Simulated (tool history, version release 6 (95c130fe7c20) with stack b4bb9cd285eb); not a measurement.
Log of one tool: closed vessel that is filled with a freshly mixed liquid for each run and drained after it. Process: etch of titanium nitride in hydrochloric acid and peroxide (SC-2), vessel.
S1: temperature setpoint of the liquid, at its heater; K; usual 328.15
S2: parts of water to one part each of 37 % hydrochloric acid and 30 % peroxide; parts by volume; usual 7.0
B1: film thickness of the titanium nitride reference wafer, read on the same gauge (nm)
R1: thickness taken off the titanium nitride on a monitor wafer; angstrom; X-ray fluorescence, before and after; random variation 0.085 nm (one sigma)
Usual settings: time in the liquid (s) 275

{"run": 1, "hour": 0.0, "S1": 328.15, "S2": 7.0, "time in the liquid (s)": 275, "B1": 42.33, "R1": 105.6}
{"run": 2, "hour": 71.4, "S1": 328.15, "S2": 7.0, "time in the liquid (s)": 275, "B1": 42.46, "R1": 106.6}
{"run": 3, "hour": 162.3, "S1": 328.15, "S2": 7.0, "time in the liquid (s)": 275, "B1": 42.54, "R1": 108.2}
{"run": 4, "hour": 246.7, "S1": 328.15, "S2": 7.0, "time in the liquid (s)": 320, "B1": 42.68, "R1": 124.9}
{"hour": 271.4, "done": "new drum of peroxide connected"}
{"run": 5, "hour": 302.2, "S1": 328.15, "S2": 7.0, "time in the liquid (s)": 320, "B1": 42.81, "R1": 123.3}
{"run": 6, "hour": 369.6, "S1": 328.15, "S2": 7.0, "time in the liquid (s)": 275, "B1": 42.87, "R1": 107.3}
{"run": 7, "hour": 453.0, "S1": 328.15, "S2": 7.0, "time in the liquid (s)": 275, "B1": 43.02, "R1": 107.2}
{"hour": 455.4, "done": "thermometer replaced"}
{"run": 8, "hour": 545.8, "S1": 328.15, "S2": 7.0, "time in the liquid (s)": 275, "B1": 43.15, "R1": 107.0}
{"run": 9, "hour": 614.0, "S1": 328.15, "S2": 7.0, "time in the liquid (s)": 275, "B1": 43.28, "R1": 106.7}
{"run": 10, "hour": 706.4, "S1": 328.15, "S2": 7.0, "time in the liquid (s)": 275, "B1": 43.42, "R1": 108.5}
{"run": 11, "hour": 744.0, "S1": 328.15, "S2": 7.0, "time in the liquid (s)": 275, "B1": 43.41, "R1": 109.1}
{"hour": 787.0, "done": "gauge calibrated"}
{"run": 12, "hour": 902.5, "S1": 336.65, "S2": 7.0, "time in the liquid (s)": 355, "B1": 39.36, "R1": 220.5}
{"hour": 967.4, "done": "new drum of peroxide connected"}
{"run": 13, "hour": 992.0, "S1": 322.15, "S2": 7.0, "time in the liquid (s)": 215, "B1": 39.49, "R1": 51.4}
{"run": 14, "hour": 1091.6, "S1": 337.15, "S2": 4.5, "time in the liquid (s)": 130, "B1": 39.66, "R1": 114.5}
{"run": 15, "hour": 1137.2, "S1": 328.15, "S2": 7.0, "time in the liquid (s)": 275, "B1": 39.7, "R1": 99.9}
{"hour": 1193.7, "done": "chemicals flow meter replaced"}
{"run": 16, "hour": 1229.2, "S1": 336.15, "S2": 7.0, "time in the liquid (s)": 275, "B1": 39.88, "R1": 165.8}
{"run": 17, "hour": 1322.4, "S1": 322.65, "S2": 10.5, "time in the liquid (s)": 275, "B1": 40.01, "R1": 50.6}
{"run": 18, "hour": 1360.1, "S1": 324.65, "S2": 7.0, "time in the liquid (s)": 170, "B1": 40.08, "R1": 49.5}
{"run": 19, "hour": 1425.6, "S1": 324.15, "S2": 7.0, "time in the liquid (s)": 115, "B1": 40.22, "R1": 32.3}
{"run": 20, "hour": 1472.9, "S1": 322.65, "S2": 4.5, "time in the liquid (s)": 205, "B1": 40.21, "R1": 71.6}
{"run": 21, "hour": 1526.2, "S1": 328.15, "S2": 7.0, "time in the liquid (s)": 275, "B1": 40.34, "R1": 102.3}
{"run": 22, "hour": 1616.7, "S1": 328.15, "S2": 9.0, "time in the liquid (s)": 275, "B1": 40.49, "R1": 81.6}
{"hour": 1628.5, "done": "new drum of peroxide connected"}
{"run": 23, "hour": 1676.5, "S1": 324.65, "S2": 8.0, "time in the liquid (s)": 275, "B1": 40.58, "R1": 72.9}
{"run": 24, "hour": 1734.6, "S1": 328.15, "S2": 7.0, "time in the liquid (s)": 275, "B1": 40.66, "R1": 102.3}
{"run": 25, "hour": 1810.4, "S1": 328.15, "S2": 7.0, "time in the liquid (s)": 320, "B1": 40.79, "R1": 119.0}
{"run": 26, "hour": 1854.0, "S1": 325.15, "S2": 6.0, "time in the liquid (s)": 420, "B1": 40.82, "R1": 142.4}
{"run": 27, "hour": 2009.4, "S1": 319.65, "S2": 4.0, "time in the liquid (s)": 135, "B1": 41.04, "R1": 43.1}
{"run": 28, "hour": 2057.4, "S1": 320.15, "S2": 8.5, "time in the liquid (s)": 180, "B1": 41.14, "R1": 34.2}
{"run": 29, "hour": 2155.9, "S1": 320.65, "S2": 7.0, "time in the liquid (s)": 275, "B1": 41.32, "R1": 63.5}

Forecast each of these 4 alternatives for the next run:
{"run": "A", "hour": 2156.6, "S1": 323.15, "S2": 7.0, "time in the liquid (s)": 275, "B1": "?", "R1": "?"}
{"run": "B", "hour": 2156.6, "S1": 323.15, "S2": 4.5, "time in the liquid (s)": 375, "B1": "?", "R1": "?"}
{"run": "C", "hour": 2156.6, "S1": 328.15, "S2": 4.0, "time in the liquid (s)": 275, "B1": "?", "R1": "?"}
{"run": "D", "hour": 2156.6, "S1": 319.65, "S2": 10.5, "time in the liquid (s)": 165, "B1": "?", "R1": "?"}

run=A B1=41.29 R1=75.6
run=B B1=41.29 R1=142.7
run=C B1=41.29 R1=157.4
run=D B1=41.29 R1=25.8
Without the tool's hidden state the same runs would have given:
run=A R1=73.2
run=B R1=138.2
run=C R1=152.5
run=D R1=25.0
